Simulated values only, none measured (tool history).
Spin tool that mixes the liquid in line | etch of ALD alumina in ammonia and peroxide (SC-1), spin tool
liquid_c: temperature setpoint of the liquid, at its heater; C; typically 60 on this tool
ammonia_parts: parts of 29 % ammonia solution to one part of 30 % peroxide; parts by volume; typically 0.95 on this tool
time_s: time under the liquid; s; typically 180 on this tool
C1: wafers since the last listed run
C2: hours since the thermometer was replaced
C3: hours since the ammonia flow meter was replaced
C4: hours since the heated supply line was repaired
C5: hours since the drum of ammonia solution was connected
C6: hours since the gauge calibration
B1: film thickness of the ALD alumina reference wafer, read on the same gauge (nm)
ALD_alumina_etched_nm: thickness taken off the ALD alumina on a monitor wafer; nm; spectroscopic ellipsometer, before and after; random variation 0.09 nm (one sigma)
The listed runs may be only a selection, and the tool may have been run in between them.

{"run": 1, "day": 0.0, "liquid_c": 60, "ammonia_parts": 1.05, "time_s": 180, "C1": 0, "C2": 539.7, "C3": 368.9, "C4": 3189.9, "C5": 332.8, "C6": 540.4, "B1": 30.07, "ALD_alumina_etched_nm": 16.82}
{"day": 4.992, "done": "thermometer replaced"}
{"run": 2, "day": 5.012, "liquid_c": 60, "ammonia_parts": 1.05, "time_s": 180, "C1": 613, "C2": 0.5, "C3": 489.2, "C4": 3310.2, "C5": 453.1, "C6": 660.7, "B1": 30.05, "ALD_alumina_etched_nm": 16.8}
{"run": 3, "day": 7.75, "liquid_c": 60, "ammonia_parts": 0.95, "time_s": 180, "C1": 337, "C2": 66.2, "C3": 554.9, "C4": 3375.9, "C5": 518.8, "C6": 726.4, "B1": 29.99, "ALD_alumina_etched_nm": 16.66}
{"run": 4, "day": 10.554, "liquid_c": 60, "ammonia_parts": 0.95, "time_s": 180, "C1": 345, "C2": 133.5, "C3": 622.2, "C4": 3443.2, "C5": 586.1, "C6": 793.7, "B1": 29.99, "ALD_alumina_etched_nm": 16.58}
{"run": 5, "day": 13.062, "liquid_c": 60, "ammonia_parts": 0.95, "time_s": 180, "C1": 309, "C2": 193.7, "C3": 682.4, "C4": 3503.4, "C5": 646.3, "C6": 853.9, "B1": 30, "ALD_alumina_etched_nm": 16.55}
{"day": 14.104, "done": "new drum of ammonia solution connected"}
{"run": 6, "day": 15.438, "liquid_c": 60, "ammonia_parts": 0.6, "time_s": 255, "C1": 287, "C2": 250.7, "C3": 739.4, "C4": 3560.4, "C5": 32, "C6": 910.9, "B1": 30.03, "ALD_alumina_etched_nm": 22.4}
{"run": 7, "day": 16.65, "liquid_c": 60, "ammonia_parts": 0.6, "time_s": 255, "C1": 149, "C2": 279.8, "C3": 768.5, "C4": 3589.5, "C5": 61.1, "C6": 940, "B1": 29.99, "ALD_alumina_etched_nm": 22.55}
{"run": 8, "day": 20.996, "liquid_c": 60, "ammonia_parts": 0.6, "time_s": 255, "C1": 535, "C2": 384.1, "C3": 872.8, "C4": 3693.8, "C5": 165.4, "C6": 1044.3, "B1": 30, "ALD_alumina_etched_nm": 22.42}
{"run": 9, "day": 23.575, "liquid_c": 64.5, "ammonia_parts": 0.95, "time_s": 180, "C1": 318, "C2": 446, "C3": 934.7, "C4": 3755.7, "C5": 227.3, "C6": 1106.2, "B1": 29.95, "ALD_alumina_etched_nm": 21}
{"run": 10, "day": 25.721, "liquid_c": 60, "ammonia_parts": 0.95, "time_s": 180, "C1": 264, "C2": 497.5, "C3": 986.2, "C4": 3807.2, "C5": 278.8, "C6": 1157.7, "B1": 30, "ALD_alumina_etched_nm": 16.56}
{"run": 11, "day": 28.188, "liquid_c": 60, "ammonia_parts": 0.95, "time_s": 180, "C1": 304, "C2": 556.7, "C3": 1045.4, "C4": 3866.4, "C5": 338, "C6": 1216.9, "B1": 30.04, "ALD_alumina_etched_nm": 16.53}
{"day": 28.738, "done": "gauge calibrated"}
{"run": 12, "day": 29.562, "liquid_c": 60, "ammonia_parts": 0.95, "time_s": 180, "C1": 169, "C2": 589.7, "C3": 1078.4, "C4": 3899.4, "C5": 371, "C6": 19.8, "B1": 30.01, "ALD_alumina_etched_nm": 16.59}
{"day": 30.971, "done": "ammonia flow meter replaced"}
{"run": 13, "day": 31.162, "liquid_c": 53, "ammonia_parts": 1.2, "time_s": 180, "C1": 192, "C2": 628.1, "C3": 4.6, "C4": 3937.8, "C5": 409.4, "C6": 58.2, "B1": 29.97, "ALD_alumina_etched_nm": 11.8}
{"run": 14, "day": 32.688, "liquid_c": 60, "ammonia_parts": 0.95, "time_s": 180, "C1": 188, "C2": 664.7, "C3": 41.2, "C4": 3974.4, "C5": 446, "C6": 94.8, "B1": 30, "ALD_alumina_etched_nm": 16.64}
{"day": 34.854, "done": "thermometer replaced"}
{"run": 15, "day": 35.008, "liquid_c": 63.5, "ammonia_parts": 1.2, "time_s": 70, "C1": 281, "C2": 3.7, "C3": 96.9, "C4": 4030.1, "C5": 501.7, "C6": 150.5, "B1": 30.03, "ALD_alumina_etched_nm": 7.88}
{"day": 37.021, "done": "heated supply line repaired"}
{"day": 37.583, "done": "new drum of ammonia solution connected"}
{"run": 16, "day": 43.279, "liquid_c": 51.5, "ammonia_parts": 0.75, "time_s": 290, "C1": 1009, "C2": 202.2, "C3": 295.4, "C4": 150.2, "C5": 136.7, "C6": 349, "B1": 29.97, "ALD_alumina_etched_nm": 16.69}
{"run": 17, "day": 45.871, "liquid_c": 60, "ammonia_parts": 0.55, "time_s": 180, "C1": 319, "C2": 264.4, "C3": 357.6, "C4": 212.4, "C5": 198.9, "C6": 411.2, "B1": 29.96, "ALD_alumina_etched_nm": 15.64}
{"run": 18, "day": 48.571, "liquid_c": 60, "ammonia_parts": 0.95, "time_s": 180, "C1": 333, "C2": 329.2, "C3": 422.4, "C4": 277.2, "C5": 263.7, "C6": 476, "B1": 29.97, "ALD_alumina_etched_nm": 16.63}
{"run": 19, "day": 51.271, "liquid_c": 52.5, "ammonia_parts": 0.75, "time_s": 80, "C1": 333, "C2": 394, "C3": 487.2, "C4": 342, "C5": 328.5, "C6": 540.8, "B1": 30.02, "ALD_alumina_etched_nm": 4.87}
{"run": 20, "day": 52.804, "liquid_c": 60, "ammonia_parts": 0.95, "time_s": 180, "C1": 189, "C2": 430.8, "C3": 524, "C4": 378.8, "C5": 365.3, "C6": 577.6, "B1": 29.98, "ALD_alumina_etched_nm": 16.62}
{"run": 21, "day": 55.342, "liquid_c": 60, "ammonia_parts": 0.55, "time_s": 230, "C1": 312, "C2": 491.7, "C3": 584.9, "C4": 439.7, "C5": 426.2, "C6": 638.5, "B1": 30.01, "ALD_alumina_etched_nm": 20.16}
{"run": 22, "day": 56.567, "liquid_c": 60, "ammonia_parts": 0.95, "time_s": 180, "C1": 151, "C2": 521.1, "C3": 614.3, "C4": 469.1, "C5": 455.6, "C6": 667.9, "B1": 29.98, "ALD_alumina_etched_nm": 16.62}

Run 23 is up next; what results do you expect?
{"run": 23, "day": 59.517, "liquid_c": 60, "ammonia_parts": 1.05, "time_s": 180, "C1": 363, "C2": 591.9, "C3": 685.1, "C4": 539.9, "C5": 526.4, "C6": 738.7, "B1": "?", "ALD_alumina_etched_nm": "?"}

B1: 30.02
ALD_alumina_etched_nm: 16.69 nm
If the tool had no hidden condition, the same run with the same run-to-run variation would have returned ALD_alumina_etched_nm 16.69 nm.

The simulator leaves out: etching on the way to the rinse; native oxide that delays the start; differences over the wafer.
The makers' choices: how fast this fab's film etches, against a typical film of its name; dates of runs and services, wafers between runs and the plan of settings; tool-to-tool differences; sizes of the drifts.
